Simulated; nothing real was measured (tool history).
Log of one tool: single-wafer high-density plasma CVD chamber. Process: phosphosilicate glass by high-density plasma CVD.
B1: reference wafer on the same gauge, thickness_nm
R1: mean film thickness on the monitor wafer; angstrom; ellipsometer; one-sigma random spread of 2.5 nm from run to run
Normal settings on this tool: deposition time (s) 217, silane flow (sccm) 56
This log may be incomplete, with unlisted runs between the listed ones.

run 1 day=0 | deposition_time_(s)=217 silane_flow_(sccm)=53 | B1=957.585 | R1=10498.98
run 2 day=2.854 | deposition_time_(s)=217 silane_flow_(sccm)=53 | B1=956.045 | R1=10448
run 3 day=4.029 | deposition_time_(s)=217 silane_flow_(sccm)=53 | B1=954.726 | R1=10444.25
run 4 day=10.154 | deposition_time_(s)=217 silane_flow_(sccm)=56 | B1=947.895 | R1=10974.63
run 5 day=11.321 | deposition_time_(s)=217 silane_flow_(sccm)=56 | B1=944.856 | R1=10876.19
run 6 day=14.008 | deposition_time_(s)=217 silane_flow_(sccm)=56 | B1=940.795 | R1=10859.61
-- day=14.692 gauge calibrated
run 7 day=16.275 | deposition_time_(s)=217 silane_flow_(sccm)=56 | B1=958.65 | R1=11130.78
run 8 day=18.533 | deposition_time_(s)=217 silane_flow_(sccm)=56 | B1=958.563 | R1=11077.93
run 9 day=19.721 | deposition_time_(s)=217 silane_flow_(sccm)=56 | B1=958.392 | R1=11109.61
-- day=22.017 silane flow controller replaced
run 10 day=22.229 | deposition_time_(s)=188 silane_flow_(sccm)=51 | B1=957.235 | R1=8752.27
run 11 day=23.742 | deposition_time_(s)=217 silane_flow_(sccm)=53 | B1=955.393 | R1=10475.83
run 12 day=25.208 | deposition_time_(s)=192 silane_flow_(sccm)=52 | B1=954.903 | R1=9120.39
run 13 day=26.292 | deposition_time_(s)=250 silane_flow_(sccm)=45 | B1=954.928 | R1=10206.01
run 14 day=27.975 | deposition_time_(s)=188 silane_flow_(sccm)=63 | B1=953.86 | R1=10781.45
run 15 day=29.2 | deposition_time_(s)=254 silane_flow_(sccm)=50 | B1=951.56 | R1=11516.6
run 16 day=31.742 | deposition_time_(s)=253 silane_flow_(sccm)=59 | B1=948.169 | R1=13415.6
run 17 day=34.129 | deposition_time_(s)=250 silane_flow_(sccm)=52 | B1=946.322 | R1=11714.82
-- day=39.675 gauge calibrated
run 18 day=40.529 | deposition_time_(s)=182 silane_flow_(sccm)=61 | B1=958.332 | R1=10151.51

For each run, what was the tool's unlogged condition?
delivered silane flow above the setpoint (%): 0, the same for each run
H1: gauge reads high (%)
run=1 H1=-0.195
run=2 H1=-0.454
run=3 H1=-0.579
run=4 H1=-1.4
run=5 H1=-1.59
run=6 H1=-2.06
run=7 H1=-0.0522
run=8 H1=-0.0985
run=9 H1=-0.138
run=10 H1=-0.258
run=11 H1=-0.353
run=12 H1=-0.461
run=13 H1=-0.552
run=14 H1=-0.71
run=15 H1=-0.839
run=16 H1=-1.14
run=17 H1=-1.47
run=18 H1=-0.195
